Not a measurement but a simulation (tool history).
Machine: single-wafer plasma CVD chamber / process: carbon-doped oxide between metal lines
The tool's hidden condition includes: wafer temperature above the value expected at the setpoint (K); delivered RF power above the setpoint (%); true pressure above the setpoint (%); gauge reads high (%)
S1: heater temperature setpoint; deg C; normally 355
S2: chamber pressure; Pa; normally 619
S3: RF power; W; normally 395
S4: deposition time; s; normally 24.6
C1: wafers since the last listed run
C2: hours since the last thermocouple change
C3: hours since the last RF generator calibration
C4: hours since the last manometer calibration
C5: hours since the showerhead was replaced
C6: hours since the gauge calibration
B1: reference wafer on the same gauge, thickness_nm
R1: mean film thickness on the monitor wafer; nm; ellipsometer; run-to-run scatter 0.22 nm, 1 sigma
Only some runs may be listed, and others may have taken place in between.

{"run": 1, "hour": 0.0, "S1": 355, "S2": 619, "S3": 395, "S4": 24.6, "C1": 0, "C2": 1751.2, "C3": 1034.8, "C4": 2017.8, "C5": 6075.7, "C6": 1296.8, "B1": 110.019, "R1": 103.96}
{"run": 2, "hour": 81.2, "S1": 349, "S2": 619, "S3": 395, "S4": 24.6, "C1": 1146, "C2": 1832.4, "C3": 1116, "C4": 2099, "C5": 6156.9, "C6": 1378, "B1": 110.022, "R1": 106}
{"run": 3, "hour": 137.3, "S1": 355, "S2": 619, "S3": 395, "S4": 24.6, "C1": 792, "C2": 1888.5, "C3": 1172.1, "C4": 2155.1, "C5": 6213, "C6": 1434.1, "B1": 109.948, "R1": 103.722}
{"hour": 176.8, "done": "gauge calibrated"}
{"run": 4, "hour": 212.3, "S1": 355, "S2": 619, "S3": 395, "S4": 24.6, "C1": 1058, "C2": 1963.5, "C3": 1247.1, "C4": 2230.1, "C5": 6288, "C6": 35.5, "B1": 110.069, "R1": 104.057}
{"run": 5, "hour": 312.9, "S1": 355, "S2": 619, "S3": 395, "S4": 24.6, "C1": 1420, "C2": 2064.1, "C3": 1347.7, "C4": 2330.7, "C5": 6388.6, "C6": 136.1, "B1": 110.058, "R1": 103.78}
{"run": 6, "hour": 359.1, "S1": 355, "S2": 619, "S3": 395, "S4": 24.6, "C1": 652, "C2": 2110.3, "C3": 1393.9, "C4": 2376.9, "C5": 6434.8, "C6": 182.3, "B1": 110.019, "R1": 104.061}
{"hour": 367.7, "done": "showerhead replaced"}
{"hour": 392.5, "done": "capacitance manometer re-zeroed and calibrated"}
{"run": 7, "hour": 438.9, "S1": 355, "S2": 619, "S3": 380, "S4": 24.6, "C1": 900, "C2": 2190.1, "C3": 1473.7, "C4": 46.4, "C5": 71.2, "C6": 262.1, "B1": 110.01, "R1": 100.998}
{"run": 8, "hour": 541.1, "S1": 355, "S2": 619, "S3": 380, "S4": 24.6, "C1": 1442, "C2": 2292.3, "C3": 1575.9, "C4": 148.6, "C5": 173.4, "C6": 364.3, "B1": 110.008, "R1": 100.956}
{"run": 9, "hour": 640.4, "S1": 355, "S2": 619, "S3": 380, "S4": 24.6, "C1": 1402, "C2": 2391.6, "C3": 1675.2, "C4": 247.9, "C5": 272.7, "C6": 463.6, "B1": 109.961, "R1": 100.901}
{"run": 10, "hour": 677.7, "S1": 355, "S2": 619, "S3": 395, "S4": 24.6, "C1": 526, "C2": 2428.9, "C3": 1712.5, "C4": 285.2, "C5": 310, "C6": 500.9, "B1": 110.006, "R1": 104.043}
{"hour": 727.0, "done": "thermocouple changed; heater temperature recalibrated"}
{"run": 11, "hour": 750.6, "S1": 368, "S2": 741, "S3": 395, "S4": 28.6, "C1": 916, "C2": 23.6, "C3": 1785.4, "C4": 358.1, "C5": 382.9, "C6": 573.8, "B1": 109.971, "R1": 119.252}
{"hour": 771.5, "done": "RF generator calibrated"}
{"run": 12, "hour": 844.2, "S1": 350, "S2": 619, "S3": 445, "S4": 24.6, "C1": 1208, "C2": 117.2, "C3": 72.7, "C4": 451.7, "C5": 476.5, "C6": 667.4, "B1": 109.983, "R1": 115.185}
{"run": 13, "hour": 887.0, "S1": 355, "S2": 619, "S3": 395, "S4": 19.9, "C1": 604, "C2": 160, "C3": 115.5, "C4": 494.5, "C5": 519.3, "C6": 710.2, "B1": 109.99, "R1": 83.975}
{"run": 14, "hour": 967.6, "S1": 355, "S2": 619, "S3": 395, "S4": 24.6, "C1": 1137, "C2": 240.6, "C3": 196.1, "C4": 575.1, "C5": 599.9, "C6": 790.8, "B1": 110.014, "R1": 103.999}
{"run": 15, "hour": 1063.8, "S1": 355, "S2": 559, "S3": 350, "S4": 22.1, "C1": 1358, "C2": 336.8, "C3": 292.3, "C4": 671.3, "C5": 696.1, "C6": 887, "B1": 109.972, "R1": 83.783}
{"run": 16, "hour": 1136.4, "S1": 365, "S2": 697, "S3": 335, "S4": 22.1, "C1": 1025, "C2": 409.4, "C3": 364.9, "C4": 743.9, "C5": 768.7, "C6": 959.6, "B1": 109.943, "R1": 81.744}
{"run": 17, "hour": 1232.5, "S1": 355, "S2": 619, "S3": 395, "S4": 24.6, "C1": 1356, "C2": 505.5, "C3": 461, "C4": 840, "C5": 864.8, "C6": 1055.7, "B1": 110.014, "R1": 104.006}
{"run": 18, "hour": 1305.4, "S1": 350, "S2": 692, "S3": 395, "S4": 24.6, "C1": 1029, "C2": 578.4, "C3": 533.9, "C4": 912.9, "C5": 937.7, "C6": 1128.6, "B1": 109.989, "R1": 107.642}
{"run": 19, "hour": 1347.6, "S1": 369, "S2": 576, "S3": 370, "S4": 26, "C1": 595, "C2": 620.6, "C3": 576.1, "C4": 955.1, "C5": 979.9, "C6": 1170.8, "B1": 110.013, "R1": 99.392}
{"run": 20, "hour": 1392.0, "S1": 355, "S2": 619, "S3": 395, "S4": 24.6, "C1": 626, "C2": 665, "C3": 620.5, "C4": 999.5, "C5": 1024.3, "C6": 1215.2, "B1": 110.028, "R1": 103.96}
{"run": 21, "hour": 1434.9, "S1": 365, "S2": 687, "S3": 360, "S4": 20, "C1": 605, "C2": 707.9, "C3": 663.4, "C4": 1042.4, "C5": 1067.2, "C6": 1258.1, "B1": 109.99, "R1": 78.132}
{"run": 22, "hour": 1494.5, "S1": 355, "S2": 619, "S3": 380, "S4": 24.6, "C1": 841, "C2": 767.5, "C3": 723, "C4": 1102, "C5": 1126.8, "C6": 1317.7, "B1": 109.946, "R1": 100.815}
{"run": 23, "hour": 1568.0, "S1": 355, "S2": 489, "S3": 395, "S4": 27.6, "C1": 1037, "C2": 841, "C3": 796.5, "C4": 1175.5, "C5": 1200.3, "C6": 1391.2, "B1": 109.97, "R1": 112.116}
{"run": 24, "hour": 1672.4, "S1": 345, "S2": 619, "S3": 340, "S4": 20, "C1": 1474, "C2": 945.4, "C3": 900.9, "C4": 1279.9, "C5": 1304.7, "C6": 1495.6, "B1": 109.984, "R1": 77.858}
{"run": 25, "hour": 1741.8, "S1": 355, "S2": 619, "S3": 395, "S4": 24.6, "C1": 979, "C2": 1014.8, "C3": 970.3, "C4": 1349.3, "C5": 1374.1, "C6": 1565, "B1": 110.041, "R1": 103.815}
{"run": 26, "hour": 1780.7, "S1": 355, "S2": 705, "S3": 395, "S4": 24.6, "C1": 549, "C2": 1053.7, "C3": 1009.2, "C4": 1388.2, "C5": 1413, "C6": 1603.9, "B1": 109.98, "R1": 106.079}
{"run": 27, "hour": 1837.6, "S1": 359, "S2": 619, "S3": 430, "S4": 28.6, "C1": 803, "C2": 1110.6, "C3": 1066.1, "C4": 1445.1, "C5": 1469.9, "C6": 1660.8, "B1": 109.993, "R1": 126.907}

Hidden state at the last listed run before each entry between runs and at the first one after, where it differs:
Logged between run 3 and run 4: gauge calibrated (hour 176.8)
  no hidden state differs between the two runs
Logged between run 6 and run 7: showerhead replaced (hour 367.7); capacitance manometer re-zeroed and calibrated (hour 392.5)
  no hidden state differs between the two runs
Logged between run 10 and run 11: thermocouple changed; heater temperature recalibrated (hour 727)
  no hidden state differs between the two runs
Logged between run 11 and run 12: RF generator calibrated (hour 771.5)
  no hidden state differs between the two runs

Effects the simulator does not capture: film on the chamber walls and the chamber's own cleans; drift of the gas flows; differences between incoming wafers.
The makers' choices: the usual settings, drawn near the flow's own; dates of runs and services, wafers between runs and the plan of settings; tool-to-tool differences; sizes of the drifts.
